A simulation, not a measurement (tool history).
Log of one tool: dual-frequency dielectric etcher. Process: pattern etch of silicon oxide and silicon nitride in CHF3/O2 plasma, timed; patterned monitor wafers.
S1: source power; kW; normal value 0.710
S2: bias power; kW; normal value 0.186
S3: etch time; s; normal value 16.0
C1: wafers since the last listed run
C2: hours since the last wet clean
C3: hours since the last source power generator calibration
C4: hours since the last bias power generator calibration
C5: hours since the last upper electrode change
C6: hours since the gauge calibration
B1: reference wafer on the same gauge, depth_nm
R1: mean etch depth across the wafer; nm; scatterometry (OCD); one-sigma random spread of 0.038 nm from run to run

run	hour	S1	S2	S3	C1	C2	C3	C4	C5	C6	B1	R1
1	0.0	0.710	0.186	16.0	0	309.2	4932.8	4195.9	4649.8	235.4	22.49	25.18
2	15.6	0.710	0.186	16.0	294	324.8	4948.4	4211.5	4665.4	251.0	22.51	25.13
3	47.9	0.710	0.186	16.0	609	357.1	4980.7	4243.8	4697.7	283.3	22.50	25.23
4	60.8	0.710	0.186	16.0	243	370.0	4993.6	4256.7	4710.6	296.2	22.50	25.22
5	78.1	0.710	0.186	16.0	326	387.3	5010.9	4274.0	4727.9	313.5	22.51	25.27
6	102.0	0.710	0.186	16.0	450	411.2	5034.8	4297.9	4751.8	337.4	22.51	25.17
# hour 121.5: gauge calibrated
7	134.9	0.710	0.186	16.0	620	444.1	5067.7	4330.8	4784.7	13.4	22.50	25.23
8	155.6	0.710	0.186	16.0	390	464.8	5088.4	4351.5	4805.4	34.1	22.50	25.22
# hour 200.0: bias power generator calibrated
# hour 201.7: wet clean of the chamber
9	202.2	0.710	0.186	16.0	772	0.5	5135.0	2.2	4852.0	80.7	22.50	25.12
10	204.7	0.650	0.186	16.0	47	3.0	5137.5	4.7	4854.5	83.2	22.50	24.34
11	220.9	0.650	0.186	16.0	305	19.2	5153.7	20.9	4870.7	99.4	22.49	24.28
12	237.9	0.710	0.186	16.0	320	36.2	5170.7	37.9	4887.7	116.4	22.50	25.15
# hour 251.8: source power generator calibrated
13	270.7	0.710	0.186	16.0	543	69.0	18.9	70.7	4920.5	149.2	22.50	25.08
14	323.7	0.710	0.186	16.0	1000	122.0	71.9	123.7	4973.5	202.2	22.48	25.18
15	340.8	0.710	0.186	16.0	322	139.1	89.0	140.8	4990.6	219.3	22.50	25.19
16	363.4	0.650	0.216	16.0	426	161.7	111.6	163.4	5013.2	241.9	22.49	25.78
17	381.5	0.710	0.167	11.5	341	179.8	129.7	181.5	5031.3	260.0	22.51	17.33
18	413.2	0.770	0.159	11.5	598	211.5	161.4	213.2	5063.0	291.7	22.50	17.63
# hour 437.5: gauge calibrated
19	448.6	0.760	0.148	19.5	667	246.9	196.8	248.6	5098.4	11.1	22.51	28.89
# hour 485.8: upper electrode replaced
20	486.3	0.830	0.171	18.0	258	284.6	234.5	286.3	0.5	48.8	22.49	29.14
21	491.3	0.710	0.186	16.0	94	289.6	239.5	291.3	5.5	53.8	22.50	25.22
22	521.0	0.570	0.174	13.0	560	319.3	269.2	321.0	35.2	83.5	22.51	18.30
23	556.0	0.710	0.186	16.0	660	354.3	304.2	356.0	70.2	118.5	22.51	25.27

Estimate the outcome of run 24 from the log above:
24	585.2	0.710	0.209	20.0	550	383.5	333.4	385.2	99.4	147.7	?	?

{"run 24": {"B1": 22.5, "R1": 33.01}}
With the hidden condition absent and the run-to-run variation left alone, this run would have shown R1 32.81 nm.
